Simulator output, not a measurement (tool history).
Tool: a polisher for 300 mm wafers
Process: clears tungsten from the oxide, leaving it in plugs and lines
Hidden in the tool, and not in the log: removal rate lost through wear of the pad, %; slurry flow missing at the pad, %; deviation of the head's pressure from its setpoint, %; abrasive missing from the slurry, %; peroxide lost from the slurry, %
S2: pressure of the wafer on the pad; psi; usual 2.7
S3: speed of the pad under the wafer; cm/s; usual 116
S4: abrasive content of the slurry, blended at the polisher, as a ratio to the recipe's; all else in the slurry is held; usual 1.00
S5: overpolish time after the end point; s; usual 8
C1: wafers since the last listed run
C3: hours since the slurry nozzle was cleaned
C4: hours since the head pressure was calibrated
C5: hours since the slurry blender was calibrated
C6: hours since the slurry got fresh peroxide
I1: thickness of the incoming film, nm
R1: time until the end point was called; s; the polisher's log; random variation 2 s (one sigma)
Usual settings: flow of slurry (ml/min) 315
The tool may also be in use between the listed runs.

Run 1, day 0.000: usual settings; C1 0; wafers polished on this pad 520; C3 431.2; C4 498.9; C5 222.2; C6 120.0; I1 449.7. Result: R1 148.9 s.
Run 2, day 0.379: usual settings; C1 87; wafers polished on this pad 607; C3 440.3; C4 508.0; C5 231.3; C6 129.1; I1 453.8. Result: R1 150.7 s.
Run 3, day 0.738: usual settings; C1 82; wafers polished on this pad 690; C3 448.9; C4 516.6; C5 239.9; C6 137.7; I1 448.8. Result: R1 146.5 s.
Run 4, day 1.171: usual settings; C1 99; wafers polished on this pad 789; C3 459.3; C4 527.0; C5 250.3; C6 148.1; I1 450.3. Result: R1 154.3 s.
At day 2.025: worn pad replaced by a new one, of another model than before.
Run 5, day 2.046: usual settings; C1 162; wafers polished on this pad 4; C3 480.3; C4 548.0; C5 271.3; C6 169.1; I1 445.4. Result: R1 146.8 s.
Run 6, day 2.479: usual settings; C1 99; wafers polished on this pad 104; C3 490.7; C4 558.4; C5 281.7; C6 179.5; I1 450.4. Result: R1 153.1 s.
At day 2.829: slurry tank refilled with fresh slurry and peroxide.
Run 7, day 3.067: usual settings; C1 125; wafers polished on this pad 229; C3 504.8; C4 572.5; C5 295.8; C6 5.7; I1 447.6. Result: R1 150.6 s.
At day 3.275: head pressure recalibrated.
Run 8, day 3.338: usual settings; C1 43; wafers polished on this pad 272; C3 511.3; C4 1.5; C5 302.3; C6 12.2; I1 455.1. Result: R1 153.3 s.
Run 9, day 3.871: usual settings; C1 122; wafers polished on this pad 394; C3 524.1; C4 14.3; C5 315.1; C6 25.0; I1 458.8. Result: R1 157.8 s.
Run 10, day 4.158: usual settings; C1 65; wafers polished on this pad 460; C3 531.0; C4 21.2; C5 322.0; C6 31.9; I1 452.4. Result: R1 153.8 s.
Run 11, day 5.458: usual settings; C1 298; wafers polished on this pad 758; C3 562.2; C4 52.4; C5 353.2; C6 63.1; I1 452.9. Result: R1 151.0 s.
At day 5.933: slurry blender recalibrated.
Run 12, day 6.200: usual settings but S4 1.15, S5 5 s; C1 151; wafers polished on this pad 910; C3 580.0; C4 70.2; C5 6.4; C6 80.9; I1 447.3. Result: R1 129.0 s.
At day 6.371: worn pad replaced by a new one.
Run 13, day 6.642: usual settings but flow of slurry (ml/min) 260, S3 90 cm/s, S4 0.85; C1 63; wafers polished on this pad 61; C3 590.6; C4 80.8; C5 17.0; C6 91.5; I1 446.9. Result: R1 184.1 s.
Run 14, day 7.296: usual settings but flow of slurry (ml/min) 405, S2 2.3 psi; C1 150; wafers polished on this pad 211; C3 606.3; C4 96.5; C5 32.7; C6 107.2; I1 441.7. Result: R1 145.3 s.
Run 15, day 8.362: usual settings but S3 148 cm/s, S4 1.25; C1 244; wafers polished on this pad 456; C3 631.9; C4 122.1; C5 58.3; C6 132.8; I1 448.1. Result: R1 102.2 s.
Run 16, day 9.042: usual settings; C1 155; wafers polished on this pad 612; C3 648.2; C4 138.4; C5 74.6; C6 149.1; I1 447.6. Result: R1 137.2 s.
At day 9.350: slurry tank refilled with fresh slurry and peroxide.
Run 17, day 9.742: usual settings; C1 151; wafers polished on this pad 763; C3 665.0; C4 155.2; C5 91.4; C6 9.4; I1 447.5. Result: R1 142.4 s.
Run 18, day 10.096: usual settings but S4 0.80; C1 81; wafers polished on this pad 844; C3 673.5; C4 163.7; C5 99.9; C6 17.9; I1 445.3. Result: R1 149.3 s.
At day 10.196: slurry nozzle cleaned.
Run 19, day 10.550: usual settings; C1 94; wafers polished on this pad 939; C3 8.5; C4 174.6; C5 110.8; C6 28.8; I1 445.4. Result: R1 143.0 s.
At day 10.783: worn pad replaced by a new one.
Run 20, day 12.546: usual settings but S2 2.1 psi, S3 146 cm/s, S4 1.15, S5 7 s; C1 419; wafers polished on this pad 404; C3 56.4; C4 222.5; C5 158.7; C6 76.7; I1 449.2. Result: R1 128.7 s.
Run 21, day 13.258: usual settings; C1 163; wafers polished on this pad 567; C3 73.5; C4 239.6; C5 175.8; C6 93.8; I1 451.0. Result: R1 147.3 s.
Run 22, day 13.654: usual settings but flow of slurry (ml/min) 240, S2 1.9 psi, S4 1.20, S5 12 s; C1 90; wafers polished on this pad 658; C3 83.0; C4 249.1; C5 185.3; C6 103.3; I1 450.6. Result: R1 182.3 s.
Run 23, day 13.975: usual settings; C1 73; wafers polished on this pad 732; C3 90.7; C4 256.8; C5 193.0; C6 111.0; I1 445.9. Result: R1 148.0 s.
At day 14.317: worn pad replaced by a new one.
Run 24, day 14.338: usual settings but S2 2.5 psi, S3 78 cm/s; C1 44; wafers polished on this pad 4; C3 99.4; C4 265.5; C5 201.7; C6 119.7; I1 448.7. Result: R1 227.4 s.
Run 25, day 14.633: usual settings but flow of slurry (ml/min) 385, S2 3.5 psi, S3 132 cm/s, S4 1.15; C1 67; wafers polished on this pad 72; C3 106.5; C4 272.6; C5 208.8; C6 126.8; I1 444.2. Result: R1 100.3 s.
Run 26, day 15.217: usual settings; C1 133; wafers polished on this pad 206; C3 120.5; C4 286.6; C5 222.8; C6 140.8; I1 447.6. Result: R1 146.3 s.
Run 27, day 15.596: usual settings but flow of slurry (ml/min) 380, S2 3.1 psi, S3 136 cm/s, S4 1.15; C1 87; wafers polished on this pad 293; C3 129.6; C4 295.7; C5 231.9; C6 149.9; I1 446.2. Result: R1 110.3 s.

Measured less the same run without the tool's hidden state. The same run-to-run variation is in both; the gauge's scatter may not be:
run     R1
  1  +16.1
  2  +16.6
  3  +16.3
  4  +17.4
  5  +16.9
  6  +17.8
  7  +17.7
  8  +18.1
  9  +18.8
 10  +18.4
 11  +18.3
 12   +0.8
 13   +2.6
 14   +3.8
 15   +4.3
 16   +6.8
 17   +8.2
 18   +8.9
 19   +9.3
 20  +10.5
 21  +12.4
 22  +16.0
 23  +13.0
 24  +20.4
 25   +9.2
 26  +13.6
 27  +10.5
